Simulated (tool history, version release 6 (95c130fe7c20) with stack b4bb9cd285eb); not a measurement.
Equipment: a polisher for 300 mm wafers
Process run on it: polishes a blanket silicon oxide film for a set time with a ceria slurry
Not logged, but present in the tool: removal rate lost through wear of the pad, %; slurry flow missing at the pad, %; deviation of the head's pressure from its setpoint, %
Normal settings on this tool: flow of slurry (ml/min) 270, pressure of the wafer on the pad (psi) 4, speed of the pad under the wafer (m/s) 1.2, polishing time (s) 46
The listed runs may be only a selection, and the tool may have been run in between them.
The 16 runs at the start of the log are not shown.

run    hour  flow of slurry (ml/min)  pressure of the wafer on the pad (psi)  speed of the pad under the wafer (m/s)  polishing time (s)  wafers since the last listed run  wafers polished on this pad  hours since the slurry nozzle was cleaned  hours since the head pressure was calibrated  incoming thickness of the incoming film, nm  film removed (nm)
 17  1196.2                      295                                       4                                    0.84                  46                              1214                         6711                                      415.7                                         204.1                                        925.6              170.4
 18  1295.5                      270                                       4                                     1.2                  55                              1298                         8009                                        515                                         303.4                                        916.8              267.4
 19    1388                      270                                       4                                    1.44                  46                              1209                         9218                                      607.5                                         395.9                                        928.1              257.3
     1462.4  -- worn pad replaced by a new one
 20  1470.1                      270                                       4                                     1.2                  46                              1020                          101                                      689.6                                           478                                        938.9              234.4
 21  1524.5                      270                                       4                                     1.2                  46                               711                          812                                        744                                         532.4                                        932.2                228
 22  1578.6                      270                                     4.4                                    1.34                  46                               707                         1519                                      798.1                                         586.5                                          928              276.6
     1607.9  -- slurry nozzle cleaned
 23  1623.1                      270                                       4                                     1.4                  46                               568                         2088                                       15.2                                           631                                        929.6              277.1
 24  1707.1                      310                                       4                                    1.04                  46                              1098                         3186                                       99.2                                           715                                        928.6              207.3
 25  1791.2                      270                                     2.6                                     1.2                  56                              1099                         4285                                      183.3                                         799.1                                        913.5              181.1
 26    1843                      350                                       4                                    1.52                  36                               677                         4962                                      235.1                                         850.9                                        918.3              228.7
     1888.5  -- head pressure recalibrated
 27  1905.6                      270                                       4                                     1.2                  46                               792                         5754                                      297.7                                          17.1                                        909.2              230.1
 28  2005.9                      345                                     5.2                                    1.46                  37                              1311                         7066                                        398                                         117.4                                        932.3              280.6
 29  2067.2                      270                                     4.4                                    1.54                  46                               801                         7867                                      459.3                                         178.7                                        909.6              306.8
 30    2158                      240                                     2.7                                    1.34                  46                              1186                         9054                                      550.1                                         269.5                                        922.5              163.7
     2196.3  -- worn pad replaced by a new one
 31    2236                      270                                       4                                     1.2                  46                               967                          519                                      628.1                                         347.5                                        920.8              235.8
 32  2305.8                      270                                     3.1                                     1.3                  34                               912                         1431                                      697.9                                         417.3                                        918.2              141.8

Forecast run 33:
       2347  -- slurry nozzle cleaned
 33  2403.8                      270                                       4                                     1.2                  39                              1268                         2699                                       56.8                                         515.3                                        916.6                  ?

film removed (nm): 204.6
Had the tool carried no hidden state, the very same run would have given film removed (nm) 216.7.

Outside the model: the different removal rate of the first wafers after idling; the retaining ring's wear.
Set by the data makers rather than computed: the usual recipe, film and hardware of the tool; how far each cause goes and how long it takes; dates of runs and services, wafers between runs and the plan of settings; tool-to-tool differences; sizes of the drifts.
